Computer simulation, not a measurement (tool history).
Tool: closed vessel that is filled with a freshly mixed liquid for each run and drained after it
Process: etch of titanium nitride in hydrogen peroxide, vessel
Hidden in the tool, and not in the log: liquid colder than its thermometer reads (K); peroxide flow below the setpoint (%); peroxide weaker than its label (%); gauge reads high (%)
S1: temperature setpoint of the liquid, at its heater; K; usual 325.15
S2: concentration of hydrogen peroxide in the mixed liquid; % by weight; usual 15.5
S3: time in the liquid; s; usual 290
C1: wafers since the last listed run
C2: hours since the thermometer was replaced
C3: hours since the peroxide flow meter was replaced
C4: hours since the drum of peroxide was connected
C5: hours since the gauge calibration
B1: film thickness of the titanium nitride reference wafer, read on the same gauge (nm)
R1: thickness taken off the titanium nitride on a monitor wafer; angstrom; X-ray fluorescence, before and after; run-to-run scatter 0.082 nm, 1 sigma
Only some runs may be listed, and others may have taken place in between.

run	hour	S1	S2	S3	C1	C2	C3	C4	C5	B1	R1
1	0.0	325.15	15.5	290	0	2127.9	2340.5	377.1	60.7	69.99	78.8
2	46.6	325.15	15.5	290	4348	2174.5	2387.1	423.7	107.3	70.00	79.3
3	95.8	325.15	15.5	290	4591	2223.7	2436.3	472.9	156.5	69.99	79.5
# hour 119.3: new drum of peroxide connected
4	155.7	325.15	15.5	175	5496	2283.6	2496.2	36.4	216.4	70.00	47.0
# hour 176.1: peroxide flow meter replaced
5	213.6	325.15	15.5	175	5309	2341.5	37.5	94.3	274.3	70.00	47.2
6	285.3	325.15	12.5	170	6691	2413.2	109.2	166.0	346.0	70.00	43.3
7	335.6	325.15	15.5	290	4694	2463.5	159.5	216.3	396.3	69.97	76.4
8	469.4	318.15	12.0	290	12486	2597.3	293.3	350.1	530.1	69.98	44.1
9	498.7	325.15	15.5	290	2734	2626.6	322.6	379.4	559.4	70.00	77.1
10	550.9	329.15	15.5	370	4871	2678.8	374.8	431.6	611.6	70.03	131.2
11	613.0	319.65	15.5	230	5795	2740.9	436.9	493.7	673.7	70.00	40.4
# hour 679.0: new drum of peroxide connected
12	684.4	333.65	15.5	290	6569	2812.3	508.3	5.4	745.1	70.00	137.4
# hour 713.4: thermometer replaced
13	734.9	325.15	15.5	290	4619	21.5	558.8	55.9	795.6	70.00	84.6
14	767.2	325.15	15.5	290	3014	53.8	591.1	88.2	827.9	70.03	83.8
15	922.5	328.65	15.5	120	14492	209.1	746.4	243.5	983.2	70.01	44.5
16	1063.4	325.15	17.0	415	13148	350.0	887.3	384.4	1124.1	70.00	119.8
17	1111.2	318.15	14.0	395	4460	397.8	935.1	432.2	1171.9	69.98	67.2
# hour 1182.1: new drum of peroxide connected
18	1182.6	325.15	15.5	290	6569	469.2	1006.5	0.5	1243.3	69.99	84.9
19	1249.2	325.15	15.5	290	6215	535.8	1073.1	67.1	1309.9	70.01	83.3
20	1290.0	328.65	15.5	290	3807	576.6	1113.9	107.9	1350.7	69.98	105.0
21	1343.8	316.65	12.0	235	5020	630.4	1167.7	161.7	1404.5	70.01	33.6
22	1382.0	325.15	15.5	290	3564	668.6	1205.9	199.9	1442.7	70.00	82.9
23	1431.8	318.15	15.5	290	4647	718.4	1255.7	249.7	1492.5	70.01	49.2
24	1502.4	325.15	15.5	290	6588	789.0	1326.3	320.3	1563.1	70.00	81.7
25	1572.1	333.15	15.5	245	6504	858.7	1396.0	390.0	1632.8	70.00	120.6
26	1620.8	320.65	13.5	390	4544	907.4	1444.7	438.7	1681.5	70.00	77.7
27	1667.5	333.15	13.0	360	4358	954.1	1491.4	485.4	1728.2	69.99	171.3
# hour 1668.9: new drum of peroxide connected
28	1733.1	325.15	19.5	215	6028	1019.7	1557.0	64.2	1793.8	70.00	64.1

Run-by-run hidden state of the tool:
peroxide flow below the setpoint (%): 0 in every run
peroxide weaker than its label (%): 0 in every run
gauge reads high (%): 0 in every run
H1: liquid colder than its thermometer reads (K)
run	H1
1	1.14
2	1.16
3	1.19
4	1.22
5	1.25
6	1.29
7	1.31
8	1.38
9	1.39
10	1.42
11	1.45
12	1.49
13	0.144
14	0.161
15	0.24
16	0.312
17	0.336
18	0.373
19	0.407
20	0.428
21	0.455
22	0.475
23	0.5
24	0.536
25	0.572
26	0.597
27	0.621
28	0.654
